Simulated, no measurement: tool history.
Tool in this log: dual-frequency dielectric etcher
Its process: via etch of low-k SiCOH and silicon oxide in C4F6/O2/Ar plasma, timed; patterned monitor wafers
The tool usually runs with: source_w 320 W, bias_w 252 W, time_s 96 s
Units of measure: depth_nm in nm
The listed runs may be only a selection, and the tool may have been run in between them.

run   hour  source_w  bias_w  time_s  wafers since the last listed run  hours since the last wet clean  hours since the last source power generator calibration  hours since the last bias power generator calibration  hours since the last upper electrode change  hours since the gauge calibration  read-back reference wafer on the same gauge, depth_nm  depth_nm
  1      0       320     252      96                                 0                           196.9                                                   2042.9                                                 3138.7                                       2468.2                              250.3                                                    270     278.9
  2    9.6       320     252      96                               103                           206.5                                                   2052.5                                                 3148.3                                       2477.8                              259.9                                                    270     279.7
  3   16.8       300     252      96                                77                           213.7                                                   2059.7                                                 3155.5                                         2485                              267.1                                                    270     270.9
  4   33.5       300     252      96                               179                           230.4                                                   2076.4                                                 3172.2                                       2501.7                              283.8                                                    270     270.9
  5   40.6       320     252      96                                76                           237.5                                                   2083.5                                                 3179.3                                       2508.8                              290.9                                                    270     279.9
  6     51       320     252      96                               112                           247.9                                                   2093.9                                                 3189.7                                       2519.2                              301.3                                                  269.9     279.6
  7   67.1       320     252      96                               173                             264                                                     2110                                                 3205.8                                       2535.3                              317.4                                                    270     279.9
     101.9  -- gauge calibrated
  8  104.7       320     267      96                               405                           301.6                                                   2147.6                                                 3243.4                                       2572.9                                2.8                                                  269.9     285.8
     131.1  -- upper electrode replaced
  9  131.6       320     205      96                                31                           328.5                                                   2174.5                                                 3270.3                                          0.5                               29.7                                                  270.1     262.6
 10    132       320     205      96                                 4                           328.9                                                   2174.9                                                 3270.7                                          0.9                               30.1                                                    270       263
 11  136.4       320     205      96                                47                           333.3                                                   2179.3                                                 3275.1                                          5.3                               34.5                                                  269.9     263.5
     165.4  -- bias power generator calibrated
     172.2  -- wet clean of the chamber
 12  172.7       320     252      96                               274                             0.5                                                   2215.6                                                    7.3                                         41.6                               70.8                                                    270     277.4
 13  173.1       250     285    87.5                                 4                             0.9                                                     2216                                                    7.7                                           42                               71.2                                                  269.9     233.3
 14  173.4       320     307      96                                 3                             1.2                                                   2216.3                                                      8                                         42.3                               71.5                                                    270     296.1
 15    190       320     252      96                               178                            17.8                                                   2232.9                                                   24.6                                         58.9                               88.1                                                    270     277.2
 16  198.7       260     303   112.5                                93                            26.5                                                   2241.6                                                   33.3                                         67.6                               96.8                                                  269.9     311.7
 17  216.2       280     252      67                               188                              44                                                   2259.1                                                   50.8                                         85.1                              114.3                                                    270     181.6
     235.2  -- source power generator calibrated
 18  235.7       260     206      75                               167                            63.5                                                      0.5                                                   70.3                                        104.6                              133.8                                                  270.1     183.7
 19  242.5       280     308    76.5                                73                            70.3                                                      7.3                                                   77.1                                        111.4                              140.6                                                    270     222.2
 20  255.2       270     252     112                               136                              83                                                       20                                                   89.8                                        124.1                              153.3                                                  270.1     298.4
 21  268.8       290     197   103.5                               146                            96.6                                                     33.6                                                  103.4                                        137.7                              166.9                                                    270       265
 22  276.1       320     252      96                                78                           103.9                                                     40.9                                                  110.7                                          145                              174.2                                                    270     277.7
 23  285.9       240     204      96                               105                           113.7                                                     50.7                                                  120.5                                        154.8                                184                                                    270       225
 24  298.3       300     252      96                               133                           126.1                                                     63.1                                                  132.9                                        167.2                              196.4                                                    270       270

For each entry between runs, how does the tool's hidden state at the last listed run before it compare with that at the first listed run after it?
Runs 7 to 8: gauge calibrated (hour 101.9)
  etch rate over this chamber's usual, %: 1.13 -> 1.3
  measured minus no-state result, depth_nm: +3.1 -> +3.6 nm
Runs 8 to 9: upper electrode replaced (hour 131.1)
  etch rate over this chamber's usual, %: 1.3 -> 1.41
  measured minus no-state result, depth_nm: +3.6 -> +3.7 nm
Runs 11 to 12: bias power generator calibrated (hour 165.4); wet clean of the chamber (hour 172.2)
  etch rate over this chamber's usual, %: 1.43 -> 0.0146
  measured minus no-state result, depth_nm: +3.7 -> +0 nm
Runs 17 to 18: source power generator calibrated (hour 235.2)
  etch rate over this chamber's usual, %: 0.204 -> 0.288
  measured minus no-state result, depth_nm: +0.4 -> +0.5 nm

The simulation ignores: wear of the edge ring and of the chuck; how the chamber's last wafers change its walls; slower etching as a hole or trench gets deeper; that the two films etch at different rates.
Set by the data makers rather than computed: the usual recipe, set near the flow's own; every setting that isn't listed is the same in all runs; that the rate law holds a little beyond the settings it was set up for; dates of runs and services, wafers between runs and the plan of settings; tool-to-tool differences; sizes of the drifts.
